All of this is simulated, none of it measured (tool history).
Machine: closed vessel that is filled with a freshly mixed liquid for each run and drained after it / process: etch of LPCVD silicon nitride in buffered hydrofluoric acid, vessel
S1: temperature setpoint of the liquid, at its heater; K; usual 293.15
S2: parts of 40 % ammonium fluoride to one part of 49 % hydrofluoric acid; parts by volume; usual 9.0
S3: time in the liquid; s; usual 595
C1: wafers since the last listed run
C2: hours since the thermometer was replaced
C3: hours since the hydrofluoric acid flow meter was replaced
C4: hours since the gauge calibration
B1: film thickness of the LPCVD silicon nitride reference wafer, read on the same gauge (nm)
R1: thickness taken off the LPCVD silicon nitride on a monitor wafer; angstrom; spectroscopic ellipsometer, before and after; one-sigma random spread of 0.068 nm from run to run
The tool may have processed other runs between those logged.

run 1 day=0.000 | S1=293.15 S2=9.0 S3=595 | C1=0 C2=1529.2 C3=365.4 C4=1183.6 | B1=80.02 | R1=81.4
run 2 day=3.021 | S1=291.65 S2=9.0 S3=595 | C1=4194 C2=1601.7 C3=437.9 C4=1256.1 | B1=80.01 | R1=74.9
run 3 day=4.817 | S1=291.65 S2=9.0 S3=595 | C1=2493 C2=1644.8 C3=481.0 C4=1299.2 | B1=80.01 | R1=74.0
-- day=7.404 hydrofluoric acid flow meter replaced
run 4 day=8.367 | S1=291.65 S2=9.0 S3=595 | C1=4871 C2=1730.0 C3=23.1 C4=1384.4 | B1=80.00 | R1=73.6
run 5 day=11.454 | S1=293.15 S2=10.5 S3=595 | C1=4286 C2=1804.1 C3=97.2 C4=1458.5 | B1=80.00 | R1=72.1
run 6 day=19.346 | S1=293.15 S2=9.0 S3=595 | C1=10957 C2=1993.5 C3=286.6 C4=1647.9 | B1=79.99 | R1=80.7
run 7 day=21.900 | S1=293.15 S2=9.0 S3=595 | C1=3546 C2=2054.8 C3=347.9 C4=1709.2 | B1=80.01 | R1=80.2
-- day=25.529 gauge calibrated
-- day=30.000 hydrofluoric acid flow meter replaced
run 8 day=32.388 | S1=293.15 S2=9.0 S3=595 | C1=14503 C2=2306.5 C3=57.3 C4=164.6 | B1=80.04 | R1=78.7
-- day=35.658 thermometer replaced
run 9 day=35.962 | S1=293.15 S2=9.0 S3=595 | C1=4906 C2=7.3 C3=143.1 C4=250.4 | B1=79.98 | R1=73.5
run 10 day=39.946 | S1=290.15 S2=11.0 S3=740 | C1=5530 C2=102.9 C3=238.7 C4=346.0 | B1=80.01 | R1=66.2
run 11 day=42.196 | S1=293.15 S2=7.0 S3=745 | C1=3124 C2=156.9 C3=292.7 C4=400.0 | B1=79.98 | R1=120.3
run 12 day=46.358 | S1=297.65 S2=9.0 S3=595 | C1=5779 C2=256.8 C3=392.6 C4=499.9 | B1=80.03 | R1=95.0
run 13 day=48.092 | S1=296.15 S2=11.5 S3=845 | C1=2406 C2=298.4 C3=434.2 C4=541.5 | B1=79.98 | R1=100.0
-- day=49.025 hydrofluoric acid flow meter replaced
-- day=51.604 thermometer replaced, repeated, since the last time left the tool worse
run 14 day=52.312 | S1=297.65 S2=6.0 S3=850 | C1=5744 C2=17.0 C3=78.9 C4=642.8 | B1=80.03 | R1=236.5
run 15 day=60.546 | S1=293.15 S2=9.0 S3=595 | C1=11431 C2=214.6 C3=276.5 C4=840.4 | B1=79.97 | R1=86.1
run 16 day=63.858 | S1=291.15 S2=10.5 S3=910 | C1=4599 C2=294.1 C3=356.0 C4=919.9 | B1=80.00 | R1=105.1
run 17 day=67.942 | S1=293.15 S2=7.5 S3=940 | C1=5669 C2=392.1 C3=454.0 C4=1017.9 | B1=80.03 | R1=163.9
-- day=69.204 hydrofluoric acid flow meter replaced
run 18 day=72.212 | S1=293.15 S2=9.0 S3=595 | C1=5872 C2=494.6 C3=72.2 C4=1120.4 | B1=80.01 | R1=86.1

Forecast each of these 5 alternatives for the next run:
run A day=72.246 | S1=290.15 S2=9.0 S3=595 | C1=46 C2=495.4 C3=73.0 C4=1121.2 | B1=? | R1=?
run B day=72.246 | S1=291.65 S2=10.0 S3=425 | C1=46 C2=495.4 C3=73.0 C4=1121.2 | B1=? | R1=?
run C day=72.246 | S1=294.65 S2=10.0 S3=595 | C1=46 C2=495.4 C3=73.0 C4=1121.2 | B1=? | R1=?
run D day=72.246 | S1=293.15 S2=9.0 S3=365 | C1=46 C2=495.4 C3=73.0 C4=1121.2 | B1=? | R1=?
run E day=72.246 | S1=295.65 S2=11.0 S3=780 | C1=46 C2=495.4 C3=73.0 C4=1121.2 | B1=? | R1=?

run=A B1=79.99 R1=70.9
run=B B1=79.99 R1=51.6
run=C B1=79.99 R1=85.6
run=D B1=79.99 R1=51.6
run=E B1=79.99 R1=108.0
Had the tool no hidden state, the same runs would have come out as:
run=A R1=72.4
run=B R1=52.7
run=C R1=87.2
run=D R1=52.6
run=E R1=110.1
